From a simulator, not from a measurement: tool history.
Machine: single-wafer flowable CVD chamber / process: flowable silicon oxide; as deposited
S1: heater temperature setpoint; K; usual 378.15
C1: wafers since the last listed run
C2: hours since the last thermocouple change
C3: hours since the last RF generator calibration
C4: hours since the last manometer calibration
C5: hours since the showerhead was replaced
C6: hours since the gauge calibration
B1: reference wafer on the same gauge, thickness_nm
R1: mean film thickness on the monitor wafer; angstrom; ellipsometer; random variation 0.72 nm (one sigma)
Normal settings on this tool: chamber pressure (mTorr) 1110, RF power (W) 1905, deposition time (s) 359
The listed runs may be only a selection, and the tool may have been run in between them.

{"run": 1, "hour": 0.0, "S1": 378.15, "chamber pressure (mTorr)": 1230, "RF power (W)": 1905, "deposition time (s)": 344, "C1": 0, "C2": 2065.5, "C3": 1095.8, "C4": 2100.8, "C5": 2484.1, "C6": 37.0, "B1": 340.993, "R1": 3184.96}
{"run": 2, "hour": 11.9, "S1": 378.15, "chamber pressure (mTorr)": 1230, "RF power (W)": 1905, "deposition time (s)": 344, "C1": 50, "C2": 2077.4, "C3": 1107.7, "C4": 2112.7, "C5": 2496.0, "C6": 48.9, "B1": 341.05, "R1": 3190.41}
{"run": 3, "hour": 26.8, "S1": 378.15, "chamber pressure (mTorr)": 1230, "RF power (W)": 1905, "deposition time (s)": 344, "C1": 63, "C2": 2092.3, "C3": 1122.6, "C4": 2127.6, "C5": 2510.9, "C6": 63.8, "B1": 341.075, "R1": 3190.15}
{"run": 4, "hour": 37.5, "S1": 378.15, "chamber pressure (mTorr)": 1110, "RF power (W)": 2165, "deposition time (s)": 359, "C1": 45, "C2": 2103.0, "C3": 1133.3, "C4": 2138.3, "C5": 2521.6, "C6": 74.5, "B1": 340.923, "R1": 3090.46}
{"run": 5, "hour": 46.7, "S1": 378.15, "chamber pressure (mTorr)": 1110, "RF power (W)": 2165, "deposition time (s)": 359, "C1": 39, "C2": 2112.2, "C3": 1142.5, "C4": 2147.5, "C5": 2530.8, "C6": 83.7, "B1": 340.936, "R1": 3081.51}
{"run": 6, "hour": 55.3, "S1": 378.15, "chamber pressure (mTorr)": 1110, "RF power (W)": 2205, "deposition time (s)": 359, "C1": 36, "C2": 2120.8, "C3": 1151.1, "C4": 2156.1, "C5": 2539.4, "C6": 92.3, "B1": 340.785, "R1": 3099.9}
{"run": 7, "hour": 61.7, "S1": 378.15, "chamber pressure (mTorr)": 940, "RF power (W)": 1905, "deposition time (s)": 359, "C1": 27, "C2": 2127.2, "C3": 1157.5, "C4": 2162.5, "C5": 2545.8, "C6": 98.7, "B1": 340.865, "R1": 2518.93}
{"run": 8, "hour": 73.4, "S1": 378.15, "chamber pressure (mTorr)": 1290, "RF power (W)": 1905, "deposition time (s)": 359, "C1": 49, "C2": 2138.9, "C3": 1169.2, "C4": 2174.2, "C5": 2557.5, "C6": 110.4, "B1": 341.24, "R1": 3496.25}
{"run": 9, "hour": 83.9, "S1": 378.15, "chamber pressure (mTorr)": 1290, "RF power (W)": 1905, "deposition time (s)": 359, "C1": 44, "C2": 2149.4, "C3": 1179.7, "C4": 2184.7, "C5": 2568.0, "C6": 120.9, "B1": 341.089, "R1": 3495.51}
{"run": 10, "hour": 97.8, "S1": 378.15, "chamber pressure (mTorr)": 1290, "RF power (W)": 1905, "deposition time (s)": 359, "C1": 59, "C2": 2163.3, "C3": 1193.6, "C4": 2198.6, "C5": 2581.9, "C6": 134.8, "B1": 341.125, "R1": 3495.49}
{"run": 11, "hour": 114.7, "S1": 378.15, "chamber pressure (mTorr)": 1110, "RF power (W)": 1905, "deposition time (s)": 359, "C1": 72, "C2": 2180.2, "C3": 1210.5, "C4": 2215.5, "C5": 2598.8, "C6": 151.7, "B1": 340.939, "R1": 3001.69}
{"hour": 124.5, "done": "capacitance manometer re-zeroed and calibrated"}
{"run": 12, "hour": 126.5, "S1": 378.15, "chamber pressure (mTorr)": 1110, "RF power (W)": 1905, "deposition time (s)": 359, "C1": 16, "C2": 2192.0, "C3": 1222.3, "C4": 2.0, "C5": 2610.6, "C6": 163.5, "B1": 341.241, "R1": 2995.91}
{"run": 13, "hour": 139.5, "S1": 378.15, "chamber pressure (mTorr)": 1110, "RF power (W)": 1905, "deposition time (s)": 359, "C1": 55, "C2": 2205.0, "C3": 1235.3, "C4": 15.0, "C5": 2623.6, "C6": 176.5, "B1": 341.135, "R1": 2999.76}
{"hour": 151.8, "done": "RF generator calibrated"}
{"run": 14, "hour": 152.3, "S1": 388.15, "chamber pressure (mTorr)": 1110, "RF power (W)": 1905, "deposition time (s)": 359, "C1": 20, "C2": 2217.8, "C3": 0.5, "C4": 27.8, "C5": 2636.4, "C6": 189.3, "B1": 341.056, "R1": 2257.44}
{"run": 15, "hour": 164.8, "S1": 378.15, "chamber pressure (mTorr)": 1110, "RF power (W)": 1905, "deposition time (s)": 359, "C1": 53, "C2": 2230.3, "C3": 13.0, "C4": 40.3, "C5": 2648.9, "C6": 201.8, "B1": 340.97, "R1": 2996.86}
{"run": 16, "hour": 173.7, "S1": 378.15, "chamber pressure (mTorr)": 1110, "RF power (W)": 1905, "deposition time (s)": 359, "C1": 38, "C2": 2239.2, "C3": 21.9, "C4": 49.2, "C5": 2657.8, "C6": 210.7, "B1": 340.743, "R1": 2993.87}
{"hour": 178.5, "done": "gauge calibrated"}
{"hour": 191.5, "done": "thermocouple changed; heater temperature recalibrated"}
{"hour": 195.2, "done": "showerhead replaced"}
{"run": 17, "hour": 195.7, "S1": 384.15, "chamber pressure (mTorr)": 960, "RF power (W)": 2015, "deposition time (s)": 392, "C1": 43, "C2": 4.2, "C3": 43.9, "C4": 71.2, "C5": 0.5, "C6": 17.2, "B1": 341.015, "R1": 2406.29}
{"run": 18, "hour": 235.5, "S1": 378.15, "chamber pressure (mTorr)": 1190, "RF power (W)": 2095, "deposition time (s)": 359, "C1": 170, "C2": 44.0, "C3": 83.7, "C4": 111.0, "C5": 40.3, "C6": 57.0, "B1": 341.282, "R1": 3278.98}
{"run": 19, "hour": 248.9, "S1": 391.15, "chamber pressure (mTorr)": 860, "RF power (W)": 1905, "deposition time (s)": 340, "C1": 57, "C2": 57.4, "C3": 97.1, "C4": 124.4, "C5": 53.7, "C6": 70.4, "B1": 340.76, "R1": 1515.24}
{"run": 20, "hour": 264.6, "S1": 378.15, "chamber pressure (mTorr)": 1110, "RF power (W)": 1905, "deposition time (s)": 336, "C1": 67, "C2": 73.1, "C3": 112.8, "C4": 140.1, "C5": 69.4, "C6": 86.1, "B1": 341.244, "R1": 2817.6}
{"run": 21, "hour": 274.0, "S1": 378.15, "chamber pressure (mTorr)": 1110, "RF power (W)": 1905, "deposition time (s)": 359, "C1": 40, "C2": 82.5, "C3": 122.2, "C4": 149.5, "C5": 78.8, "C6": 95.5, "B1": 340.56, "R1": 2996.94}
{"run": 22, "hour": 284.1, "S1": 383.15, "chamber pressure (mTorr)": 1380, "RF power (W)": 1905, "deposition time (s)": 412, "C1": 43, "C2": 92.6, "C3": 132.3, "C4": 159.6, "C5": 88.9, "C6": 105.6, "B1": 341.103, "R1": 3690.93}
{"run": 23, "hour": 312.7, "S1": 378.15, "chamber pressure (mTorr)": 1330, "RF power (W)": 1630, "deposition time (s)": 402, "C1": 122, "C2": 121.2, "C3": 160.9, "C4": 188.2, "C5": 117.5, "C6": 134.2, "B1": 341.114, "R1": 3854.46}
{"run": 24, "hour": 323.8, "S1": 368.15, "chamber pressure (mTorr)": 1110, "RF power (W)": 2155, "deposition time (s)": 359, "C1": 47, "C2": 132.3, "C3": 172.0, "C4": 199.3, "C5": 128.6, "C6": 145.3, "B1": 340.688, "R1": 4127.72}

Estimate the outcome of run 25 from the log above:
{"run": 25, "hour": 341.5, "S1": 378.15, "chamber pressure (mTorr)": 1110, "RF power (W)": 2240, "deposition time (s)": 315, "C1": 75, "C2": 150.0, "C3": 189.7, "C4": 217.0, "C5": 146.3, "C6": 163.0, "B1": "?", "R1": "?"}

{"run 25": {"B1": 340.917, "R1": 2724.62}}
The same run, on a tool lacking any hidden state, would have yielded R1 2724.62 angstrom.
